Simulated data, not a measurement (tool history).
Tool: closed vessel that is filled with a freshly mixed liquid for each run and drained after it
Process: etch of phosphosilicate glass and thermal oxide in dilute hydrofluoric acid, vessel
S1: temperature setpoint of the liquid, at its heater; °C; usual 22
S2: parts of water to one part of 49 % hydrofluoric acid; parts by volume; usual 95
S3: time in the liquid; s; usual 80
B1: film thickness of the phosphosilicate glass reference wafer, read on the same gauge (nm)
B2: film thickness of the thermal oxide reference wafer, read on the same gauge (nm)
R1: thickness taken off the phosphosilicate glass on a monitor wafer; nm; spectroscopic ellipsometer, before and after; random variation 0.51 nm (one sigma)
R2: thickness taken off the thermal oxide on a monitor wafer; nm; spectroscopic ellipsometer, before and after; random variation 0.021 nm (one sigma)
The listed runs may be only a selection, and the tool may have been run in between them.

{"run": 1, "hour": 0.0, "S1": 22, "S2": 95, "S3": 100, "B1": 59.98, "B2": 79.973, "R1": 72.48, "R2": 4.392}
{"run": 2, "hour": 256.8, "S1": 22, "S2": 130, "S3": 80, "B1": 60, "B2": 79.992, "R1": 42.08, "R2": 2.554}
{"run": 3, "hour": 350.7, "S1": 22, "S2": 130, "S3": 80, "B1": 59.98, "B2": 80.033, "R1": 41.93, "R2": 2.571}
{"run": 4, "hour": 405.6, "S1": 22, "S2": 130, "S3": 80, "B1": 60, "B2": 79.986, "R1": 42.98, "R2": 2.579}
{"hour": 420.3, "done": "gauge calibrated"}
{"run": 5, "hour": 464.6, "S1": 25, "S2": 75, "S3": 80, "B1": 59.99, "B2": 79.994, "R1": 88.35, "R2": 5.411}
{"run": 6, "hour": 523.9, "S1": 25, "S2": 75, "S3": 80, "B1": 59.99, "B2": 79.987, "R1": 89.92, "R2": 5.424}
{"hour": 541.8, "done": "hydrofluoric acid flow meter replaced"}
{"run": 7, "hour": 596.1, "S1": 22, "S2": 125, "S3": 80, "B1": 60.03, "B2": 80.009, "R1": 46.53, "R2": 2.852}
{"run": 8, "hour": 647.5, "S1": 22, "S2": 125, "S3": 80, "B1": 59.98, "B2": 80.009, "R1": 47.58, "R2": 2.862}
{"run": 9, "hour": 716.9, "S1": 22, "S2": 125, "S3": 80, "B1": 59.99, "B2": 80, "R1": 46.85, "R2": 2.871}
{"run": 10, "hour": 789.5, "S1": 22, "S2": 95, "S3": 80, "B1": 60, "B2": 79.996, "R1": 65.01, "R2": 3.884}
{"run": 11, "hour": 891.7, "S1": 20, "S2": 95, "S3": 40, "B1": 59.99, "B2": 80.023, "R1": 29.5, "R2": 1.826}
{"hour": 1002.7, "done": "thermometer replaced"}
{"run": 12, "hour": 1066.3, "S1": 22, "S2": 95, "S3": 80, "B1": 60.03, "B2": 80.005, "R1": 65.25, "R2": 3.98}
{"hour": 1073.0, "done": "hydrofluoric acid flow meter replaced, repeated, since the last time left the tool worse"}
{"run": 13, "hour": 1124.3, "S1": 22, "S2": 120, "S3": 80, "B1": 59.99, "B2": 79.997, "R1": 43.73, "R2": 2.636}
{"run": 14, "hour": 1163.2, "S1": 17, "S2": 130, "S3": 120, "B1": 59.98, "B2": 79.975, "R1": 48.66, "R2": 2.977}
{"run": 15, "hour": 1257.5, "S1": 19.5, "S2": 95, "S3": 60, "B1": 60.01, "B2": 80.005, "R1": 38.58, "R2": 2.37}
{"run": 16, "hour": 1343.8, "S1": 22, "S2": 95, "S3": 115, "B1": 59.99, "B2": 79.995, "R1": 82.06, "R2": 5.019}
{"run": 17, "hour": 1389.7, "S1": 22, "S2": 95, "S3": 80, "B1": 60.01, "B2": 79.986, "R1": 57.07, "R2": 3.53}
{"run": 18, "hour": 1491.8, "S1": 22, "S2": 95, "S3": 130, "B1": 59.99, "B2": 79.992, "R1": 93.53, "R2": 5.755}
{"run": 19, "hour": 1595.1, "S1": 22, "S2": 55, "S3": 100, "B1": 59.97, "B2": 79.976, "R1": 134.74, "R2": 8.107}
{"run": 20, "hour": 1639.2, "S1": 22, "S2": 125, "S3": 80, "B1": 60.03, "B2": 80.005, "R1": 42.71, "R2": 2.646}
{"run": 21, "hour": 1694.8, "S1": 23.5, "S2": 95, "S3": 120, "B1": 59.99, "B2": 80.016, "R1": 92.93, "R2": 5.792}
{"run": 22, "hour": 1803.2, "S1": 25, "S2": 75, "S3": 80, "B1": 60.01, "B2": 79.997, "R1": 86.35, "R2": 5.326}
{"run": 23, "hour": 1847.2, "S1": 22, "S2": 95, "S3": 80, "B1": 60, "B2": 79.998, "R1": 58.9, "R2": 3.671}

Run 24 comes next. What will it give?
{"run": 24, "hour": 1953.7, "S1": 17, "S2": 130, "S3": 120, "B1": "?", "B2": "?", "R1": "?", "R2": "?"}

{"run 24": {"B1": 60.04, "B2": 80.003, "R1": 51.06, "R2": 3.176}}
With no hidden state in the tool, this same run would have given R1 47.13 nm, R2 2.932 nm.
